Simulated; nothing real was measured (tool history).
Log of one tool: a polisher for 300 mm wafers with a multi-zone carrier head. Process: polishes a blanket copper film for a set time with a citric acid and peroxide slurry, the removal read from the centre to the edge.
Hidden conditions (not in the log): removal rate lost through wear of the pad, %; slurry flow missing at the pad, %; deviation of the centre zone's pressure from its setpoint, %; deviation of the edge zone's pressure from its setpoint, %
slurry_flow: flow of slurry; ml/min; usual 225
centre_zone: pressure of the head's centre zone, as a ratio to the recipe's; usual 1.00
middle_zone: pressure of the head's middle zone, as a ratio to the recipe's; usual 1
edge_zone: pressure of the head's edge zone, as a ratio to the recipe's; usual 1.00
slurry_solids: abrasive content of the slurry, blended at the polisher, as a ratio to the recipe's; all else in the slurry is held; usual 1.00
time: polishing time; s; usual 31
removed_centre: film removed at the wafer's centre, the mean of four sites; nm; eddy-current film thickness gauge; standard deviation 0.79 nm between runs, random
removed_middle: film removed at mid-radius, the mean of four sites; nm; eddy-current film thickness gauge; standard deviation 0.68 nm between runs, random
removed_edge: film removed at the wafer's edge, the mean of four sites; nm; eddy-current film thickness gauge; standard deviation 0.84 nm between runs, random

run	hour	slurry_flow	centre_zone	middle_zone	edge_zone	slurry_solids	time	wafers since the last listed run	wafers polished on this pad	hours since the slurry nozzle was cleaned	hours since the centre zone pressure was calibrated	hours since the edge zone pressure was calibrated	hours since the carrier head's membrane was replaced	incoming thickness of the incoming film, nm	removed_centre	removed_middle	removed_edge
1	0.0	225	1.00	1	1.00	1.00	31	0	921	0.5	1003.3	291.2	1419.2	597.4	61.6	62.4	61.7
2	11.7	225	1.00	1	1.00	1.00	31	93	1014	12.2	1015.0	302.9	1430.9	605.8	60.9	63.3	61.7
# hour 20.2: centre zone pressure recalibrated
3	20.9	225	1.00	1	1.00	1.00	31	57	1072	21.4	0.7	312.1	1440.1	603.3	61.9	62.7	61.7
# hour 29.2: worn pad replaced by a new one
4	34.5	150	1.11	1	1.00	1.00	31	76	42	35.0	14.3	325.7	1453.7	590.6	65.1	59.3	60.3
# hour 46.9: carrier head's membrane replaced by a new one
5	47.4	225	1.00	1	1.00	0.90	31	63	106	47.9	27.2	338.6	0.5	604.6	60.1	61.4	59.4
6	53.9	170	1.00	1	0.94	0.90	31	52	158	54.4	33.7	345.1	7.0	601.5	58.0	60.0	58.1
7	69.9	225	1.04	1	1.00	1.00	39	128	286	70.4	49.7	361.1	23.0	595.3	79.9	78.3	77.4
# hour 77.8: edge zone pressure recalibrated
8	78.7	160	1.07	1	1.00	0.75	31	54	340	79.2	58.5	0.9	31.8	596.1	60.1	57.1	58.1
9	87.0	225	1.00	1	0.93	1.00	22	66	407	87.5	66.8	9.2	40.1	597.5	43.0	45.1	42.1
10	93.6	265	1.00	1	0.89	1.00	31	52	460	94.1	73.4	15.8	46.7	592.2	61.8	63.8	60.0
11	111.2	225	1.00	1	1.00	1.05	31	140	601	111.7	91.0	33.4	64.3	608.9	61.2	63.6	62.6
12	122.5	225	1.00	1	1.00	1.00	28	90	691	123.0	102.3	44.7	75.6	603.6	56.2	56.8	55.6
13	137.1	225	1.00	1	1.00	0.85	31	116	808	137.6	116.9	59.3	90.2	604.8	60.4	61.0	61.5

The next listed run, before its measurement:
14	151.3	300	1.00	1	1.00	1.25	42	113	922	151.8	131.1	73.5	104.4	601.4	?	?	?

Logged for run 14: removed_centre 89.1 nm, removed_middle 89.2 nm, removed_edge 88.6 nm.
Minus the tool's unlogged condition, the same run would have read removed_centre 89.1 nm, removed_middle 89.2 nm, removed_edge 88.6 nm.
